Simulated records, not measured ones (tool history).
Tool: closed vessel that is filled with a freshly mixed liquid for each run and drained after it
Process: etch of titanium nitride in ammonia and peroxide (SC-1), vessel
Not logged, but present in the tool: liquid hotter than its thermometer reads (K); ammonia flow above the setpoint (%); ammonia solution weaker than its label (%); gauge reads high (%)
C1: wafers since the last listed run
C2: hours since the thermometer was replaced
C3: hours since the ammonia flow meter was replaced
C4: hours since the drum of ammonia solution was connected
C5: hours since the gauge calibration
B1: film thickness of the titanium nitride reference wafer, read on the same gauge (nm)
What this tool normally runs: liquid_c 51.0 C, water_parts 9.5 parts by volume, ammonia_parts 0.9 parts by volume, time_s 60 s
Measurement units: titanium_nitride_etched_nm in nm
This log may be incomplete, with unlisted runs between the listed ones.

run 1 hour=0.0 | liquid_c=51.0 water_parts=9.5 ammonia_parts=0.9 time_s=60 | C1=0 C2=1546.4 C3=1797.9 C4=822.2 C5=187.2 | B1=129.98 | titanium_nitride_etched_nm=6.55
run 2 hour=24.6 | liquid_c=51.0 water_parts=9.5 ammonia_parts=0.9 time_s=60 | C1=1786 C2=1571.0 C3=1822.5 C4=846.8 C5=211.8 | B1=129.98 | titanium_nitride_etched_nm=6.62
run 3 hour=55.8 | liquid_c=51.0 water_parts=9.5 ammonia_parts=0.9 time_s=60 | C1=2266 C2=1602.2 C3=1853.7 C4=878.0 C5=243.0 | B1=130.00 | titanium_nitride_etched_nm=6.57
run 4 hour=71.2 | liquid_c=51.0 water_parts=9.5 ammonia_parts=0.9 time_s=60 | C1=1118 C2=1617.6 C3=1869.1 C4=893.4 C5=258.4 | B1=129.99 | titanium_nitride_etched_nm=6.56
run 5 hour=99.0 | liquid_c=51.0 water_parts=9.5 ammonia_parts=0.9 time_s=60 | C1=2019 C2=1645.4 C3=1896.9 C4=921.2 C5=286.2 | B1=130.01 | titanium_nitride_etched_nm=6.59
run 6 hour=128.8 | liquid_c=51.0 water_parts=9.5 ammonia_parts=0.9 time_s=60 | C1=2164 C2=1675.2 C3=1926.7 C4=951.0 C5=316.0 | B1=130.02 | titanium_nitride_etched_nm=6.68
run 7 hour=147.5 | liquid_c=51.0 water_parts=9.5 ammonia_parts=0.9 time_s=60 | C1=1358 C2=1693.9 C3=1945.4 C4=969.7 C5=334.7 | B1=129.99 | titanium_nitride_etched_nm=6.70
run 8 hour=218.0 | liquid_c=51.0 water_parts=9.5 ammonia_parts=0.9 time_s=60 | C1=5120 C2=1764.4 C3=2015.9 C4=1040.2 C5=405.2 | B1=130.01 | titanium_nitride_etched_nm=6.69
-- hour=233.1 new drum of ammonia solution connected
run 9 hour=244.4 | liquid_c=51.0 water_parts=7.0 ammonia_parts=0.9 time_s=60 | C1=1844 C2=1790.8 C3=2042.3 C4=11.3 C5=431.6 | B1=129.98 | titanium_nitride_etched_nm=7.85
-- hour=294.7 gauge calibrated
run 10 hour=338.5 | liquid_c=51.0 water_parts=7.0 ammonia_parts=0.9 time_s=60 | C1=6834 C2=1884.9 C3=2136.4 C4=105.4 C5=43.8 | B1=130.00 | titanium_nitride_etched_nm=7.95
run 11 hour=355.3 | liquid_c=51.0 water_parts=9.5 ammonia_parts=0.9 time_s=60 | C1=1220 C2=1901.7 C3=2153.2 C4=122.2 C5=60.6 | B1=129.99 | titanium_nitride_etched_nm=6.84
run 12 hour=384.7 | liquid_c=51.0 water_parts=9.5 ammonia_parts=0.9 time_s=60 | C1=2135 C2=1931.1 C3=2182.6 C4=151.6 C5=90.0 | B1=130.02 | titanium_nitride_etched_nm=6.76
-- hour=389.6 ammonia flow meter replaced
run 13 hour=417.1 | liquid_c=51.0 water_parts=9.5 ammonia_parts=1.0 time_s=60 | C1=2280 C2=1963.5 C3=27.5 C4=184.0 C5=122.4 | B1=129.99 | titanium_nitride_etched_nm=6.88
run 14 hour=447.6 | liquid_c=51.0 water_parts=9.5 ammonia_parts=0.9 time_s=60 | C1=2215 C2=1994.0 C3=58.0 C4=214.5 C5=152.9 | B1=130.01 | titanium_nitride_etched_nm=6.87
-- hour=465.5 thermometer replaced
run 15 hour=467.3 | liquid_c=57.5 water_parts=9.5 ammonia_parts=1.2 time_s=60 | C1=1358 C2=1.8 C3=77.7 C4=234.2 C5=172.6 | B1=130.02 | titanium_nitride_etched_nm=9.16
run 16 hour=483.9 | liquid_c=57.5 water_parts=9.5 ammonia_parts=1.2 time_s=60 | C1=1205 C2=18.4 C3=94.3 C4=250.8 C5=189.2 | B1=130.02 | titanium_nitride_etched_nm=9.12
run 17 hour=512.6 | liquid_c=57.5 water_parts=8.0 ammonia_parts=0.9 time_s=60 | C1=2084 C2=47.1 C3=123.0 C4=279.5 C5=217.9 | B1=129.99 | titanium_nitride_etched_nm=9.62
run 18 hour=528.9 | liquid_c=51.0 water_parts=9.5 ammonia_parts=0.9 time_s=70 | C1=1183 C2=63.4 C3=139.3 C4=295.8 C5=234.2 | B1=130.01 | titanium_nitride_etched_nm=6.65
run 19 hour=552.0 | liquid_c=44.0 water_parts=11.5 ammonia_parts=1.2 time_s=60 | C1=1677 C2=86.5 C3=162.4 C4=318.9 C5=257.3 | B1=130.02 | titanium_nitride_etched_nm=3.29
run 20 hour=613.9 | liquid_c=51.0 water_parts=9.5 ammonia_parts=0.9 time_s=60 | C1=4496 C2=148.4 C3=224.3 C4=380.8 C5=319.2 | B1=130.02 | titanium_nitride_etched_nm=5.66
run 21 hour=631.2 | liquid_c=51.0 water_parts=9.5 ammonia_parts=0.9 time_s=85 | C1=1256 C2=165.7 C3=241.6 C4=398.1 C5=336.5 | B1=129.98 | titanium_nitride_etched_nm=8.16
run 22 hour=646.6 | liquid_c=41.5 water_parts=12.0 ammonia_parts=0.9 time_s=60 | C1=1118 C2=181.1 C3=257.0 C4=413.5 C5=351.9 | B1=129.99 | titanium_nitride_etched_nm=2.57
run 23 hour=703.7 | liquid_c=51.0 water_parts=5.0 ammonia_parts=0.9 time_s=60 | C1=4147 C2=238.2 C3=314.1 C4=470.6 C5=409.0 | B1=130.03 | titanium_nitride_etched_nm=7.76
run 24 hour=719.3 | liquid_c=51.0 water_parts=9.5 ammonia_parts=0.9 time_s=60 | C1=1133 C2=253.8 C3=329.7 C4=486.2 C5=424.6 | B1=129.97 | titanium_nitride_etched_nm=5.70

Some steps in titanium_nitride_etched_nm, run to run, broken into two amounts with sign: the step expected even without the hidden condition (settings, incoming material, random variation), and the rest, left for the hidden condition together with whatever gauge scatter is not in both the measured and the hidden-condition-free result:
Run 8 -> 9: water_parts 9.5 -> 7.0, new drum of ammonia solution connected. titanium_nitride_etched_nm +1.16 nm: hidden state +0.21, all else +0.95.
Run 14 -> 15: liquid_c 51.0 -> 57.5, ammonia_parts 0.9 -> 1.2, thermometer replaced. titanium_nitride_etched_nm +2.29 nm: hidden state -1.19, all else +3.48.
Run 21 -> 22: liquid_c 51.0 -> 41.5, water_parts 9.5 -> 12.0, time_s 85 -> 60. titanium_nitride_etched_nm -5.59 nm: hidden state -0.12, all else -5.47.
Run 22 -> 23: liquid_c 41.5 -> 51.0, water_parts 12.0 -> 5.0. titanium_nitride_etched_nm +5.19 nm: hidden state +0.17, all else +5.02.
